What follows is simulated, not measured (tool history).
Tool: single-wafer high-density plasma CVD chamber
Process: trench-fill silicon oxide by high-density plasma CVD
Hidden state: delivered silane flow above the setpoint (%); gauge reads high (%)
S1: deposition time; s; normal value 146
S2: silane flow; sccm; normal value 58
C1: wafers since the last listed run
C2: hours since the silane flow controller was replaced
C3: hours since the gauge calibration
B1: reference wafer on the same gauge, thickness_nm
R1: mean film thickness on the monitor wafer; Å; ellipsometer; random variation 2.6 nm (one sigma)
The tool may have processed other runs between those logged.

run,day,S1,S2,C1,C2,C3,B1,R1
1,0.000,146,58,0,2638.8,118.8,1056.674,8588.73
2,1.192,146,58,166,2667.4,147.4,1057.994,8575.14
3,2.488,146,58,181,2698.5,178.5,1057.669,8604.78
4,3.958,146,58,205,2733.8,213.8,1056.329,8593.69
5,4.862,146,58,126,2755.5,235.5,1057.511,8589.44
6,6.183,146,58,184,2787.2,267.2,1057.000,8555.88
7,6.821,146,58,89,2802.5,282.5,1057.582,8569.78
8,8.271,146,58,202,2837.3,317.3,1056.438,8565.85
9,9.450,146,58,164,2865.6,345.6,1057.503,8573.98
10,10.258,160,64,113,2885.0,365.0,1056.802,10420.54
11,12.617,160,64,329,2941.6,421.6,1057.245,10374.71
# day 13.888: silane flow controller replaced
12,13.908,160,64,133,0.5,452.6,1056.093,9985.25
13,14.638,146,58,101,18.0,470.1,1057.691,8286.40
14,15.788,146,58,160,45.6,497.7,1056.816,8305.74
15,16.450,146,58,92,61.5,513.6,1057.006,8261.62
16,17.446,146,58,139,85.4,537.5,1057.323,8249.39
17,18.450,146,58,140,109.5,561.6,1057.005,8257.64
# day 18.725: gauge calibrated
18,19.500,146,58,146,134.7,18.6,1057.145,8280.64
19,20.075,146,58,80,148.5,32.4,1056.862,8266.73
20,21.067,126,67,138,172.3,56.2,1057.252,8259.79
21,22.408,153,53,187,204.5,88.4,1057.060,7895.80
22,23.138,173,49,101,222.0,105.9,1056.680,8265.44
# day 23.504: silane flow controller replaced, repeated, since the last time left the tool worse
23,24.417,131,58,132,21.9,136.6,1057.626,8007.59
24,25.404,165,65,138,45.6,160.3,1056.628,11246.34
25,26.233,160,64,115,65.5,180.2,1057.986,10786.29
26,27.262,129,67,143,90.2,204.9,1056.771,9096.03
27,27.829,135,49,79,103.8,218.5,1056.779,6993.34
28,28.333,146,58,70,115.9,230.6,1058.075,8925.97
29,29.538,119,51,168,144.8,259.5,1056.799,6361.35
30,30.462,170,53,129,167.0,281.7,1056.639,9468.48
31,31.546,146,61,151,193.0,307.7,1056.413,9313.59
32,32.583,146,62,145,217.9,332.6,1057.716,9470.15
33,33.304,146,68,100,235.2,349.9,1056.508,10328.70
34,34.129,146,58,115,255.0,369.7,1057.009,8893.24
35,35.354,135,49,171,284.4,399.1,1056.347,6858.28
36,36.342,146,58,138,308.1,422.8,1056.943,8829.32
37,37.200,121,63,120,328.7,443.4,1056.563,7945.47
38,38.579,146,58,192,361.8,476.5,1057.149,8826.62

How would selected steps in R1 from run to run divide? Give the signed amount a tool lacking its hidden state would still show from settings, what came in and random variation, and the signed amount left for the hidden state, including any gauge scatter that is not in both of the compared results.
Run 11 -> 12: silane flow controller replaced. R1 -389.46 Å: hidden state -345.55, all else -43.91.
Run 12 -> 13: S1 160 -> 146, S2 64 -> 58. R1 -1698.85 Å: hidden state +120.90, all else -1819.75.
Run 22 -> 23: S1 173 -> 131, S2 49 -> 58, silane flow controller replaced, repeated, since the last time left the tool worse. R1 -257.85 Å: hidden state +689.15, all else -947.00.
Run 23 -> 24: S1 131 -> 165, S2 58 -> 65. R1 +3238.75 Å: hidden state -13.49, all else +3252.24.
Run 28 -> 29: S1 146 -> 119, S2 58 -> 51. R1 -2564.62 Å: hidden state +5.05, all else -2569.67.
Run 29 -> 30: S1 119 -> 170, S2 51 -> 53. R1 +3107.13 Å: hidden state -24.35, all else +3131.48.

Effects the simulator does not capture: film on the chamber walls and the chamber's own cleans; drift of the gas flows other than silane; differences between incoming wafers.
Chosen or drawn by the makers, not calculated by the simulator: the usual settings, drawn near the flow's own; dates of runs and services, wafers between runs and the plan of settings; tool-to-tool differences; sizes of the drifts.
